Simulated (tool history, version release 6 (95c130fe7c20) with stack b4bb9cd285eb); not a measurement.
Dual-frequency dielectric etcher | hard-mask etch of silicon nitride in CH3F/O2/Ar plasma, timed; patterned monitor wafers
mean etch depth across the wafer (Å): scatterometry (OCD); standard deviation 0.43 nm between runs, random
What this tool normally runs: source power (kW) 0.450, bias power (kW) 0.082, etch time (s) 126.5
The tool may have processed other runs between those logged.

run,hour,source power (kW),bias power (kW),etch time (s),"read-back reference wafer on the same gauge, depth_nm",mean etch depth across the wafer (Å)
1,0.0,0.390,0.088,126.5,109.6,1013
2,15.2,0.390,0.088,126.5,109.5,1013
3,31.3,0.390,0.088,126.5,109.3,1019
4,44.9,0.450,0.082,126.5,109.5,1025
5,56.8,0.450,0.082,126.5,109.5,1029
# hour 83.2: wet clean of the chamber
# hour 88.5: upper electrode replaced
6,89.0,0.510,0.082,126.5,109.5,1003
7,112.7,0.510,0.082,126.5,109.7,1021
# hour 116.7: bias power generator calibrated
8,120.9,0.450,0.082,126.5,109.6,969
# hour 123.7: gauge calibrated
# hour 130.5: source power generator calibrated
9,136.2,0.410,0.099,104.5,109.5,855
10,144.8,0.360,0.075,126.5,109.4,879
11,162.1,0.560,0.082,126.5,109.5,1049
12,171.4,0.380,0.070,126.5,109.6,861
13,182.5,0.500,0.073,154.5,109.5,1180
14,194.6,0.350,0.082,159.5,109.5,1153

Exercise: give the hidden state of the tool at every run:
source power that arrives over what is set, %: 0 in every run
bias power that arrives over what is set, %: 0 in every run
gauge reads high (%): 0 in every run
H1: etch rate over this chamber's usual, %
run,H1
1,4.71
2,4.89
3,5.08
4,5.24
5,5.38
6,-0.225
7,0.0516
8,0.147
9,0.326
10,0.427
11,0.629
12,0.737
13,0.867
14,1.01
